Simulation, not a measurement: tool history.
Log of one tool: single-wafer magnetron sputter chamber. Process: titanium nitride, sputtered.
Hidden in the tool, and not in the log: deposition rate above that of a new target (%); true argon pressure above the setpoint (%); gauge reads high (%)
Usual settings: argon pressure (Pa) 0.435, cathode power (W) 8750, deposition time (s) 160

run   hour  argon pressure (Pa)  cathode power (W)  deposition time (s)  wafers since the last listed run  wafers on the sputter target  hours since the last manometer calibration  hours since the magnet pack was replaced  hours since the gauge calibration  read-back reference wafer on the same gauge, thickness_nm  mean film thickness on the monitor wafer (nm)
  1    0.0                0.435              10200                  160                                 0                           212                                       939.1                                   10522.6                               21.0                                                    221.246                                        276.791
  2   36.0                0.435              10200                  160                               438                           650                                       975.1                                   10558.6                               57.0                                                    220.670                                        270.765
  3   70.9                0.435               9600                  136                               424                          1074                                      1010.0                                   10593.5                               91.9                                                    221.132                                        217.829
  4  135.3                0.435               9600                  136                               783                          1858                                      1074.4                                   10657.9                              156.3                                                    221.028                                        214.270
  5  202.6                0.435               8750                  160                               818                          2677                                      1141.7                                   10725.2                              223.6                                                    221.030                                        226.553
  6  227.0                0.435               7600                  160                               296                          2974                                      1166.1                                   10749.6                              248.0                                                    220.827                                        197.248
  7  243.5                0.435               8750                  160                               200                          3175                                      1182.6                                   10766.1                              264.5                                                    220.955                                        228.424
  8  256.5                0.435               8750                  160                               158                          3333                                      1195.6                                   10779.1                              277.5                                                    221.390                                        225.034
     285.4  -- magnet pack replaced
  9  287.9                0.435               8750                  160                               284                          3618                                      1227.0                                       2.5                              308.9                                                    220.946                                        226.212
     311.1  -- sputter target and shields replaced
 10  320.5                0.435               8750                  160                               299                           114                                      1259.6                                      35.1                              341.5                                                    221.035                                        212.656
 11  344.3                0.435               8750                  160                               289                           403                                      1283.4                                      58.9                              365.3                                                    221.274                                        210.363
 12  362.0                0.563               8750                  142                               215                           619                                      1301.1                                      76.6                              383.0                                                    220.970                                        178.504
 13  387.5                0.435               8750                  160                               310                           929                                      1326.6                                     102.1                              408.5                                                    221.079                                        206.914
 14  417.0                0.435               8750                  160                               358                          1288                                      1356.1                                     131.6                              438.0                                                    221.202                                        205.120
 15  429.2                0.435               8750                  160                               148                          1437                                      1368.3                                     143.8                              450.2                                                    220.852                                        204.908
 16  451.3                0.435               8750                  139                               268                          1705                                      1390.4                                     165.9                              472.3                                                    220.983                                        176.446
 17  467.1                0.278               8750                  160                               192                          1898                                      1406.2                                     181.7                              488.1                                                    221.303                                        212.312
     499.4  -- sputter target and shields replaced, repeated, since the last time left the tool worse
 18  499.9                0.435               8750                  160                               301                             6                                      1439.0                                     214.5                              520.9                                                    221.140                                        238.381
 19  532.9                0.435               9950                  134                               401                           408                                      1472.0                                     247.5                              553.9                                                    221.304                                        223.659
 20  555.4                0.333               6800                  148                               273                           681                                      1494.5                                     270.0                              576.4                                                    220.966                                        170.770
 21  570.7                0.435               8750                  160                               186                           868                                      1509.8                                     285.3                              591.7                                                    221.124                                        231.494
     580.7  -- capacitance manometer re-zeroed and calibrated
     592.2  -- gauge calibrated
 22  593.4                0.435               8750                  160                               178                          1046                                        12.7                                     308.0                                1.2                                                    220.815                                        232.087
 23  622.6                0.435               8750                  141                               355                          1402                                        41.9                                     337.2                               30.4                                                    220.813                                        202.850
 24  656.3                0.435               7350                  160                               410                          1812                                        75.6                                     370.9                               64.1                                                    220.822                                        192.564
 25  674.2                0.435               8750                  160                               217                          2030                                        93.5                                     388.8                               82.0                                                    221.193                                        228.662
 26  694.4                0.435               8750                  160                               245                          2276                                       113.7                                     409.0                              102.2                                                    221.270                                        228.007
 27  727.7                0.569               8750                  160                               405                          2681                                       147.0                                     442.3                              135.5                                                    220.767                                        219.587
 28  758.1                0.585               7850                  160                               369                          3051                                       177.4                                     472.7                              165.9                                                    220.923                                        194.573
 29  794.1                0.292               9900                  160                               438                          3489                                       213.4                                     508.7                              201.9                                                    221.201                                        266.412
 30  815.9                0.435               8750                  160                               265                          3754                                       235.2                                     530.5                              223.7                                                    221.057                                        228.210
     829.1  -- sputter target and shields replaced
 31  847.4                0.491              10000                  160                               285                           222                                       266.7                                     562.0                              255.2                                                    220.876                                        264.138
 32  867.3                0.560               6600                  131                               242                           464                                       286.6                                     581.9                              275.1                                                    220.821                                        138.433

4 ways to go on from here, each from the tool as it stands after run 32. What would each give?
  A  867.7                0.435               8750                  160                                 4                           469                                       287.0                                     582.3                              275.5                                                          ?                                              ?
  B  867.7                0.349               7750                  143                                 4                           469                                       287.0                                     582.3                              275.5                                                          ?                                              ?
  C  867.7                0.490              10050                  148                                 4                           469                                       287.0                                     582.3                              275.5                                                          ?                                              ?
  D  867.7                0.435               8750                  132                                 4                           469                                       287.0                                     582.3                              275.5                                                          ?                                              ?

run  read-back reference wafer on the same gauge, thickness_nm  mean film thickness on the monitor wafer (nm)
  A                                                    221.194                                        233.694
  B                                                    221.194                                        189.308
  C                                                    221.194                                        244.674
  D                                                    221.194                                        192.797
Without the tool's hidden state the same runs would have given:
run  mean film thickness on the monitor wafer (nm)
  A                                        240.544
  B                                        194.857
  C                                        251.847
  D                                        198.449

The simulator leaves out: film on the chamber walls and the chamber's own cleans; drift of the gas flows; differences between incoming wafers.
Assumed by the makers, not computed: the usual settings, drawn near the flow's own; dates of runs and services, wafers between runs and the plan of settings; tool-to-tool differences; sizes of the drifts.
